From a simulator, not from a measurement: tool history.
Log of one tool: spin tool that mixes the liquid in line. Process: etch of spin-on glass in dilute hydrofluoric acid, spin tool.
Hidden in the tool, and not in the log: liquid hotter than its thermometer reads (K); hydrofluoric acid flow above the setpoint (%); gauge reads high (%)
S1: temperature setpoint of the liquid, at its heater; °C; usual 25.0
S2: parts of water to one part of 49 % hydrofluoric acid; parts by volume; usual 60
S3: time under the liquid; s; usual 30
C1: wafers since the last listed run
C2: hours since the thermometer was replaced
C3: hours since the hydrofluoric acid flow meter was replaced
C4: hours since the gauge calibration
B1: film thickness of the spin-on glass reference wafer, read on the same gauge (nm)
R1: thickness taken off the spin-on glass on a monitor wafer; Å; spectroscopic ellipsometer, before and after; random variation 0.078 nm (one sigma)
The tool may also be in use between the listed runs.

run,day,S1,S2,S3,C1,C2,C3,C4,B1,R1
1,0.000,25.0,60,30,0,2500.7,1258.3,645.5,89.98,184.1
2,0.679,25.0,60,30,315,2517.0,1274.6,661.8,90.05,184.5
3,1.683,25.0,60,30,466,2541.1,1298.7,685.9,90.01,183.8
4,3.017,25.0,60,30,619,2573.1,1330.7,717.9,89.95,185.5
5,3.538,25.0,80,30,242,2585.6,1343.2,730.4,90.01,135.0
6,4.800,25.0,60,30,586,2615.9,1373.5,760.7,90.00,183.7
7,5.396,25.0,60,30,276,2630.2,1387.8,775.0,90.03,183.4
# day 6.058: gauge calibrated
8,6.117,25.0,60,30,334,2647.5,1405.1,1.4,89.98,184.3
9,6.779,25.0,60,30,307,2663.4,1421.0,17.3,90.00,184.1
10,8.062,25.0,60,30,596,2694.2,1451.8,48.1,89.99,184.3
# day 8.892: thermometer replaced
11,9.479,25.0,60,30,638,14.1,1485.8,82.1,89.99,184.4
12,10.925,25.0,60,30,671,48.8,1520.5,116.8,89.99,185.0
13,11.554,25.0,75,20,292,63.9,1535.6,131.9,89.97,96.5
14,12.179,23.0,40,20,290,78.9,1550.6,146.9,89.97,174.5
15,12.904,25.0,60,30,336,96.3,1568.0,164.3,89.99,184.3
16,13.967,25.0,40,30,493,121.8,1593.5,189.8,90.00,285.1
17,14.708,28.0,60,30,344,139.6,1611.3,207.6,90.02,208.2
18,16.158,27.0,75,15,673,174.4,1646.1,242.4,90.01,79.1
# day 17.158: hydrofluoric acid flow meter replaced
19,17.438,28.0,60,20,575,205.1,6.7,273.1,89.94,138.1
20,17.946,28.0,85,20,236,217.3,18.9,285.3,89.97,94.6
21,18.583,20.5,30,15,296,232.6,34.2,300.6,90.06,159.4
22,21.588,25.0,60,30,1395,304.7,106.3,372.7,89.99,185.5
23,22.592,25.0,60,20,466,328.8,130.4,396.8,89.97,122.5
24,23.567,25.0,45,30,453,352.2,153.8,420.2,90.03,251.9
25,24.454,20.0,40,15,412,373.5,175.1,441.5,90.00,115.8
26,25.088,28.0,75,25,294,388.7,190.3,456.7,90.02,136.1
27,26.412,25.0,60,30,615,420.5,222.1,488.5,89.97,185.1
28,27.462,29.0,35,20,487,445.7,247.3,513.7,90.02,256.3
29,28.588,25.0,50,35,522,472.7,274.3,540.7,90.04,263.8
30,30.133,25.0,60,30,718,509.8,311.4,577.8,89.98,184.0
31,31.371,28.5,70,15,575,539.5,341.1,607.5,90.06,89.4
32,31.942,25.0,70,15,265,553.2,354.8,621.2,89.93,78.3
33,32.821,25.0,45,15,408,574.3,375.9,642.3,89.96,125.5

What the log doesn't show, run by run:
liquid hotter than its thermometer reads (K): 0 in every run
hydrofluoric acid flow above the setpoint (%): 0 in every run
gauge reads high (%): 0 in every run
